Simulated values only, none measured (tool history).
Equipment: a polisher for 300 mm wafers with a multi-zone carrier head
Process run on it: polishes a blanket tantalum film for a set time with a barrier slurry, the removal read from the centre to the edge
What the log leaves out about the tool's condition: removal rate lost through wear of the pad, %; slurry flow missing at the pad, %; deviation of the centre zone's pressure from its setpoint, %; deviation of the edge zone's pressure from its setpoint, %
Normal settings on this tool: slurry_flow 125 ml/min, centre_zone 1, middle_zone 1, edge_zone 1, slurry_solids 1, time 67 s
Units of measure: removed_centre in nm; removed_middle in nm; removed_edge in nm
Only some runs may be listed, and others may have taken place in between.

run	hour	slurry_flow	centre_zone	middle_zone	edge_zone	slurry_solids	time	wafers since the last listed run	wafers polished on this pad	hours since the slurry nozzle was cleaned	hours since the centre zone pressure was calibrated	hours since the edge zone pressure was calibrated	hours since the carrier head's membrane was replaced	incoming thickness of the incoming film, nm	removed_centre	removed_middle	removed_edge
1	0	125	1	1	1	1.25	55	0	461	353.9	328.5	1220.5	1291.1	378.1	92.9	95	96.9
2	70.4	125	1	1	1	1.25	55	815	1277	424.3	398.9	1290.9	1361.5	379.2	94.7	93.1	97
# hour 124: centre zone pressure recalibrated
3	131.2	125	1.04	1	1	1	67	681	1958	485.1	7.2	1351.7	1422.3	378.2	108.3	104.5	107.6
# hour 183.4: slurry nozzle cleaned
4	190.6	125	1.04	1	1	1	67	676	2634	7.2	66.6	1411.1	1481.7	376	117.3	112.7	113.5
5	255.1	125	1.04	1	1	1	67	747	3381	71.7	131.1	1475.6	1546.2	386.4	117.6	110.4	113.6
# hour 276.6: worn pad replaced by a new one
6	294.8	125	1	1	1	1	67	413	210	111.4	170.8	1515.3	1585.9	378.8	110.6	110	114.2
# hour 297.5: edge zone pressure recalibrated
7	328.8	125	1	1	1	1	67	370	581	145.4	204.8	31.3	1619.9	377.3	110	111.5	112.6
8	352.9	125	1.05	1	0.91	1	67	279	860	169.5	228.9	55.4	1644	377.1	116.4	109.7	108
# hour 365.1: carrier head's membrane replaced by a new one
9	405.4	105	1.06	1	1.06	1	81	550	1410	222	281.4	107.9	40.3	385.5	131.8	126.4	133.4
10	466.4	125	1	1	1	1	67	706	2116	283	342.4	168.9	101.3	377.7	106	106.6	109.4
11	497.5	165	1	0.93	1	1	67	360	2477	314.1	373.5	200	132.4	377.3	115.2	110	116.3
12	524.8	125	1	1	1	1	88	316	2793	341.4	400.8	227.3	159.7	373.7	139.6	142.9	144
# hour 552.5: worn pad replaced by a new one
13	563.5	125	1	1	1	1	67	401	127	380.1	439.5	266	198.4	379.2	104.6	105.5	108.2
14	588.6	125	1	1	1	0.9	67	290	418	405.2	464.6	291.1	223.5	375.2	101.8	102.7	101.9
# hour 618.7: centre zone pressure recalibrated
15	639.1	125	0.96	1	1.09	1	67	561	980	455.7	20.4	341.6	274	380.4	100.6	103.1	111.2
16	678.9	125	1	0.95	1	1	87	460	1441	495.5	60.2	381.4	313.8	372.7	132.2	129.5	138.5
17	720.7	125	1	1.06	1	0.7	67	484	1925	537.3	102	423.2	355.6	379.9	83.6	90.6	87.3
18	767.9	125	1	1.09	1	0.85	77	546	2471	584.5	149.2	470.4	402.8	374.5	106.9	119.3	116.1
# hour 829.4: slurry nozzle cleaned
# hour 832.5: worn pad replaced by a new one
19	835.9	125	1	1	1.11	1	67	740	39	6.5	217.2	538.4	470.8	377.4	113.8	111.9	116.4
20	885.7	125	1	1	1.05	0.8	67	576	616	56.3	267	588.2	520.6	378.3	99	101.6	102.1
21	1035.9	150	0.89	1	1	1	50	1739	2356	206.5	417.2	738.4	670.8	378.4	77.3	85.4	84.2

What if the next run were any one of these 4? Each begins from the tool's condition after run 21:
A	1036.3	125	0.91	1	1	1	67	4	2360	206.9	417.6	738.8	671.2	379.5	?	?	?
B	1036.3	125	1.05	1	1	1	67	4	2360	206.9	417.6	738.8	671.2	379.5	?	?	?
C	1036.3	125	1	0.93	0.93	1	67	4	2360	206.9	417.6	738.8	671.2	379.5	?	?	?
D	1036.3	125	0.93	1.11	1.09	1	67	4	2360	206.9	417.6	738.8	671.2	379.5	?	?	?

run	removed_centre	removed_middle	removed_edge
A	99.4	110.3	110.3
B	114.8	110.3	110.3
C	109.3	103.8	108.3
D	101.7	120.6	112.7
Had the tool no hidden state, the same runs would have come out as:
run	removed_centre	removed_middle	removed_edge
A	102.5	113.4	112.3
B	118.5	113.3	112.3
C	112.7	106.6	110.4
D	104.9	123.9	114.8
